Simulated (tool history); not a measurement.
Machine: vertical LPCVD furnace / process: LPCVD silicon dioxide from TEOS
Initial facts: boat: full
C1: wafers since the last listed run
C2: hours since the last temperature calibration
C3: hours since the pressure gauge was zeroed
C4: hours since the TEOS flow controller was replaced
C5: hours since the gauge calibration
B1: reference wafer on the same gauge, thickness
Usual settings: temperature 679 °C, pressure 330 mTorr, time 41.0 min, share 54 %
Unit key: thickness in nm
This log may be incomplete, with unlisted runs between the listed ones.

Run 1, hour 0.0: usual settings; C1 0; C2 4671.6; C3 3926.1; C4 5629.8; C5 254.7; B1 182.95. Result: thickness 215.19 nm.
Run 2, hour 7.4: usual settings; C1 69; C2 4679.0; C3 3933.5; C4 5637.2; C5 262.1; B1 182.84. Result: thickness 214.88 nm.
Run 3, hour 22.4: usual settings; C1 141; C2 4694.0; C3 3948.5; C4 5652.2; C5 277.1; B1 182.98. Result: thickness 215.32 nm.
Run 4, hour 52.1: usual settings; C1 279; C2 4723.7; C3 3978.2; C4 5681.9; C5 306.8; B1 183.00. Result: thickness 215.66 nm.
At hour 87.4: thermocouples replaced and temperature profile calibrated.
At hour 105.9: TEOS flow controller replaced.
Run 5, hour 106.4: usual settings; C1 111; C2 19.0; C3 4032.5; C4 0.5; C5 361.1; B1 182.98. Result: thickness 192.83 nm.
Run 6, hour 110.6: usual settings; C1 39; C2 23.2; C3 4036.7; C4 4.7; C5 365.3; B1 182.98. Result: thickness 192.81 nm.
Run 7, hour 114.7: usual settings but temperature 670 °C, share 62 %; C1 38; C2 27.3; C3 4040.8; C4 8.8; C5 369.4; B1 183.03. Result: thickness 166.01 nm.
Run 8, hour 118.9: usual settings but temperature 670 °C, share 62 %; C1 39; C2 31.5; C3 4045.0; C4 13.0; C5 373.6; B1 183.04. Result: thickness 165.77 nm.
Run 9, hour 123.0: usual settings; C1 38; C2 35.6; C3 4049.1; C4 17.1; C5 377.7; B1 183.08. Result: thickness 193.77 nm.
Run 10, hour 127.2: usual settings; C1 39; C2 39.8; C3 4053.3; C4 21.3; C5 381.9; B1 182.97. Result: thickness 193.24 nm.
Run 11, hour 131.3: usual settings; C1 38; C2 43.9; C3 4057.4; C4 25.4; C5 386.0; B1 182.84. Result: thickness 192.85 nm.
At hour 144.7: gauge calibrated.
At hour 157.5: pressure gauge zeroed.
Run 12, hour 170.0: usual settings but temperature 669 °C, pressure 395 mTorr; C1 138; C2 82.6; C3 12.5; C4 64.1; C5 25.3; B1 183.07. Result: thickness 165.81 nm.
Run 13, hour 180.3: usual settings; C1 96; C2 92.9; C3 22.8; C4 74.4; C5 35.6; B1 182.89. Result: thickness 192.78 nm.
Run 14, hour 233.0: usual settings but time 29.0 min, share 48 %; C1 495; C2 145.6; C3 75.5; C4 127.1; C5 88.3; B1 183.03. Result: thickness 128.27 nm.
Run 15, hour 241.4: usual settings; C1 79; C2 154.0; C3 83.9; C4 135.5; C5 96.7; B1 183.00. Result: thickness 192.98 nm.
Run 16, hour 257.9: usual settings; C1 155; C2 170.5; C3 100.4; C4 152.0; C5 113.2; B1 182.96. Result: thickness 193.05 nm.
Run 17, hour 268.6: usual settings but time 35.0 min, share 51 %; C1 100; C2 181.2; C3 111.1; C4 162.7; C5 123.9; B1 183.01. Result: thickness 160.40 nm.
Run 18, hour 280.2: usual settings but temperature 684 °C, share 64 %; C1 109; C2 192.8; C3 122.7; C4 174.3; C5 135.5; B1 183.00. Result: thickness 236.89 nm.
Run 19, hour 289.8: usual settings but pressure 405 mTorr, share 62 %; C1 90; C2 202.4; C3 132.3; C4 183.9; C5 145.1; B1 182.92. Result: thickness 229.11 nm.
Run 20, hour 303.4: usual settings but temperature 688 °C, pressure 370 mTorr, time 52.0 min; C1 127; C2 216.0; C3 145.9; C4 197.5; C5 158.7; B1 183.04. Result: thickness 323.02 nm.
Run 21, hour 316.5: usual settings but temperature 672 °C, pressure 255 mTorr, time 49.0 min; C1 123; C2 229.1; C3 159.0; C4 210.6; C5 171.8; B1 183.01. Result: thickness 171.35 nm.
Run 22, hour 327.2: usual settings but share 58 %; C1 100; C2 239.8; C3 169.7; C4 221.3; C5 182.5; B1 183.01. Result: thickness 199.73 nm.
Run 23, hour 355.1: usual settings; C1 262; C2 267.7; C3 197.6; C4 249.2; C5 210.4; B1 183.14. Result: thickness 193.01 nm.
Run 24, hour 364.7: usual settings but temperature 690 °C, time 55.5 min, share 48 %; C1 90; C2 277.3; C3 207.2; C4 258.8; C5 220.0; B1 183.01. Result: thickness 321.65 nm.
Run 25, hour 373.5: usual settings but temperature 668 °C; C1 82; C2 286.1; C3 216.0; C4 267.6; C5 228.8; B1 183.00. Result: thickness 147.58 nm.
Run 26, hour 386.2: usual settings but temperature 686 °C, pressure 405 mTorr, time 53.5 min; C1 119; C2 298.8; C3 228.7; C4 280.3; C5 241.5; B1 182.93. Result: thickness 330.65 nm.
Run 27, hour 398.1: usual settings but temperature 671 °C, pressure 250 mTorr, time 46.5 min, share 45 %; C1 111; C2 310.7; C3 240.6; C4 292.2; C5 253.4; B1 183.03. Result: thickness 143.05 nm.
Run 28, hour 410.4: usual settings but temperature 670 °C, pressure 355 mTorr, time 55.5 min, share 51 %; C1 115; C2 323.0; C3 252.9; C4 304.5; C5 265.7; B1 182.98. Result: thickness 211.14 nm.
Run 29, hour 424.2: usual settings but time 29.0 min, share 48 %; C1 129; C2 336.8; C3 266.7; C4 318.3; C5 279.5; B1 183.11. Result: thickness 128.50 nm.
Run 30, hour 441.7: usual settings; C1 164; C2 354.3; C3 284.2; C4 335.8; C5 297.0; B1 183.05. Result: thickness 193.44 nm.

5 options for the next run, each taken on its own from the tool as it stands now. Forecast them:
Run A, hour 446.0: usual settings but time 55.0 min; C1 40; C2 358.6; C3 288.5; C4 340.1; C5 301.3; B1 ?. Result: thickness ?.
Run B, hour 446.0: usual settings but temperature 669 °C, pressure 410 mTorr; C1 40; C2 358.6; C3 288.5; C4 340.1; C5 301.3; B1 ?. Result: thickness ?.
Run C, hour 446.0: usual settings but temperature 684 °C, pressure 280 mTorr, share 48 %; C1 40; C2 358.6; C3 288.5; C4 340.1; C5 301.3; B1 ?. Result: thickness ?.
Run D, hour 446.0: usual settings but temperature 675 °C, pressure 360 mTorr, time 53.0 min; C1 40; C2 358.6; C3 288.5; C4 340.1; C5 301.3; B1 ?. Result: thickness ?.
Run E, hour 446.0: usual settings but temperature 685 °C, time 33.5 min; C1 40; C2 358.6; C3 288.5; C4 340.1; C5 301.3; B1 ?. Result: thickness ?.

run      B1  thickness
  A  182.98     259.10
  B  182.98     168.42
  C  182.98     189.28
  D  182.98     236.54
  E  182.98     182.41
The same runs, with their run-to-run variation unchanged, on a tool lacking any hidden condition would have given:
run  thickness
  A     257.16
  B     167.13
  C     187.88
  D     234.75
  E     181.06
